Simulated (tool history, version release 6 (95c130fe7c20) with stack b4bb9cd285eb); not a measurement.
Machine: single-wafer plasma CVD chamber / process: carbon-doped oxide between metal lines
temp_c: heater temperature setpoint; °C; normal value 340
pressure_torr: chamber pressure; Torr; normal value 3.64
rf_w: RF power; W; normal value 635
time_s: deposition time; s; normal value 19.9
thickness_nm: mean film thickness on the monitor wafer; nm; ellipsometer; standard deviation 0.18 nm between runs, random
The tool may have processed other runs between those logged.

run,hour,temp_c,pressure_torr,rf_w,time_s,wafers since the last listed run,hours since the last thermocouple change,hours since the last RF generator calibration,hours since the last manometer calibration,hours since the showerhead was replaced,hours since the gauge calibration,"read-back reference wafer on the same gauge, thickness_nm",thickness_nm
1,0,340,3.64,635,19,0,2163.1,1511,1203.4,4857.4,147.8,120.988,113.019
2,12.3,340,3.64,635,19,313,2175.4,1523.3,1215.7,4869.7,160.1,120.988,112.939
3,22.5,340,3.64,635,19,259,2185.6,1533.5,1225.9,4879.9,170.3,121.026,112.954
4,29.1,340,3.64,540,19.9,167,2192.2,1540.1,1232.5,4886.5,176.9,121.027,110.054
5,39.1,340,3.64,635,19.9,254,2202.2,1550.1,1242.5,4896.5,186.9,121.017,118.144
6,86.4,340,3.64,635,19.9,1203,2249.5,1597.4,1289.8,4943.8,234.2,121.052,118.051
7,101,340,3.64,635,19.9,371,2264.1,1612,1304.4,4958.4,248.8,121.103,117.679
8,112.3,340,3.64,635,19.9,287,2275.4,1623.3,1315.7,4969.7,260.1,121.067,117.761
9,123.3,344,3.64,635,19.9,279,2286.4,1634.3,1326.7,4980.7,271.1,121.013,116.415
10,136.3,344,3.64,635,19.9,330,2299.4,1647.3,1339.7,4993.7,284.1,121.058,116.493
11,143.6,340,3.64,635,19.9,185,2306.7,1654.6,1347,5001,291.4,120.967,117.937
12,158.8,340,3.64,635,19.9,386,2321.9,1669.8,1362.2,5016.2,306.6,121.076,117.916
13,171.8,340,3.64,635,21.8,330,2334.9,1682.8,1375.2,5029.2,319.6,120.954,128.927
14,178.3,340,3.64,635,19.9,165,2341.4,1689.3,1381.7,5035.7,326.1,121.033,117.925
# hour 195.3: capacitance manometer re-zeroed and calibrated
15,195.8,340,3.64,750,19.9,241,2358.9,1706.8,0.5,5053.2,343.6,121.008,127.173
# hour 213.4: gauge calibrated
16,238.8,340,3.64,635,19.9,1094,2401.9,1749.8,43.5,5096.2,25.4,120.923,117.562
# hour 248.4: thermocouple changed; heater temperature recalibrated
17,256.5,336,4.19,705,19.9,246,8.1,1767.5,61.2,5113.9,43.1,120.925,127.9
# hour 268.4: RF generator calibrated
18,268.9,340,3.64,635,18.7,111,20.5,0.5,73.6,5126.3,55.5,121.024,114.089
19,280.9,340,3.64,635,19.9,305,32.5,12.5,85.6,5138.3,67.5,120.956,121.365
# hour 290.5: showerhead replaced
20,292,340,3.64,635,23.1,78,43.6,23.6,96.7,1.5,78.6,120.987,140.277
21,299.1,333,4,635,23.1,180,50.7,30.7,103.8,8.6,85.7,121.008,145.955
22,306.8,327,2.93,675,16.5,195,58.4,38.4,111.5,16.3,93.4,121.049,105.542
23,322.7,340,3.13,585,19.9,404,74.3,54.3,127.4,32.2,109.3,121.047,114.667
24,339.7,351,3.64,585,16.8,432,91.3,71.3,144.4,49.2,126.3,120.962,95.366
25,353,340,2.83,635,21.5,338,104.6,84.6,157.7,62.5,139.6,121.019,126.785
26,362.8,340,4.03,515,16.8,249,114.4,94.4,167.5,72.3,149.4,121.056,95.098
27,379.5,353,3.64,710,19.9,424,131.1,111.1,184.2,89,166.1,121.044,122.796

The tool's hidden state at each run:
wafer temperature above the value expected at the setpoint (K): 0 across all the runs
true pressure above the setpoint (%): 0 across all the runs
gauge reads high (%): 0 across all the runs
H1: delivered RF power above the setpoint (%)
run,H1
1,-6.46
2,-6.5
3,-6.54
4,-6.57
5,-6.61
6,-6.8
7,-6.85
8,-6.9
9,-6.94
10,-6.99
11,-7.02
12,-7.08
13,-7.13
14,-7.16
15,-7.23
16,-7.4
17,-7.47
18,-1.07
19,-1.11
20,-1.16
21,-1.19
22,-1.22
23,-1.28
24,-1.35
25,-1.4
26,-1.44
27,-1.5
